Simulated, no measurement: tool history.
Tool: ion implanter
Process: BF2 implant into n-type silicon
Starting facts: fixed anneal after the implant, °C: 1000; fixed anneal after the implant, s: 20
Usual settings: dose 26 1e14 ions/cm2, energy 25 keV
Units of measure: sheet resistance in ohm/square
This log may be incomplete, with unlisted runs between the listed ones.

run    hour   dose  energy  wafers since the last listed run  hours since the last dose calibration  hours since the extraction supply was calibrated  hours since the gauge calibration  read-back reference wafer on the same gauge, sheet resistance  sheet resistance
  1       0     26      25                                 0                                 1096.6                                            2814.5                              987.2                                                         149.94            167.57
  2    44.8     26      25                               622                                 1141.4                                            2859.3                               1032                                                         149.98            167.48
  3   110.1     26      25                               907                                 1206.7                                            2924.6                             1097.3                                                         150.01             167.5
  4   181.5     26      25                               992                                 1278.1                                              2996                             1168.7                                                         150.04            168.24
  5   225.6     26      25                               613                                 1322.2                                            3040.1                             1212.8                                                         150.06            167.65
  6   257.5     26      25                               443                                 1354.1                                              3072                             1244.7                                                         150.05            168.54
  7   294.7     26      25                               517                                 1391.3                                            3109.2                             1281.9                                                         150.03             167.8
      375.9  -- gauge calibrated
      435.6  -- Faraday cup replaced and dose calibrated
  8   508.1     26      25                              2855                                   72.5                                            3322.6                              132.2                                                         149.95            168.05
  9   710.7     26      20                              2816                                  275.1                                            3525.2                              334.8                                                         149.96            186.44
 10   871.9     26      25                              2241                                  436.3                                            3686.4                                496                                                         150.03             168.6
      882.6  -- extraction supply calibrated
 11   900.6  33.59      29                               287                                    465                                                18                              524.7                                                         150.03            153.15
 12   926.8     26      25                               364                                  491.2                                              44.2                              550.9                                                         149.97            167.96
 13     958  31.54      18                               433                                  522.4                                              75.4                              582.1                                                         150.05             192.2
 14  1113.9     26    17.5                              2167                                  678.3                                             231.3                                738                                                         149.96            197.05
 15  1158.2  20.92      25                               615                                  722.6                                             275.6                              782.3                                                         149.96            170.15
 16  1205.2  20.27    19.5                               653                                  769.6                                             322.6                              829.3                                                         149.94            192.35
 17  1233.7  29.32      17                               396                                  798.1                                             351.1                              857.8                                                         149.97            198.17

4 options for the next run, each taken on its own from the tool as it stands now. Forecast them:
  A  1234.1     26    22.5                                 5                                  798.5                                             351.5                              858.2                                                              ?                 ?
  B  1234.1  22.92    22.5                                 5                                  798.5                                             351.5                              858.2                                                              ?                 ?
  C  1234.1  28.14    17.5                                 5                                  798.5                                             351.5                              858.2                                                              ?                 ?
  D  1234.1  31.11      25                                 5                                  798.5                                             351.5                              858.2                                                              ?                 ?

run  read-back reference wafer on the same gauge, sheet resistance  sheet resistance
  A                                                         149.96            176.45
  B                                                         149.96            178.02
  C                                                         149.96             196.3
  D                                                         149.96            165.84
What these runs would have given with no unlogged condition in the tool:
run  sheet resistance
  A            176.45
  B            178.02
  C             196.3
  D            165.84

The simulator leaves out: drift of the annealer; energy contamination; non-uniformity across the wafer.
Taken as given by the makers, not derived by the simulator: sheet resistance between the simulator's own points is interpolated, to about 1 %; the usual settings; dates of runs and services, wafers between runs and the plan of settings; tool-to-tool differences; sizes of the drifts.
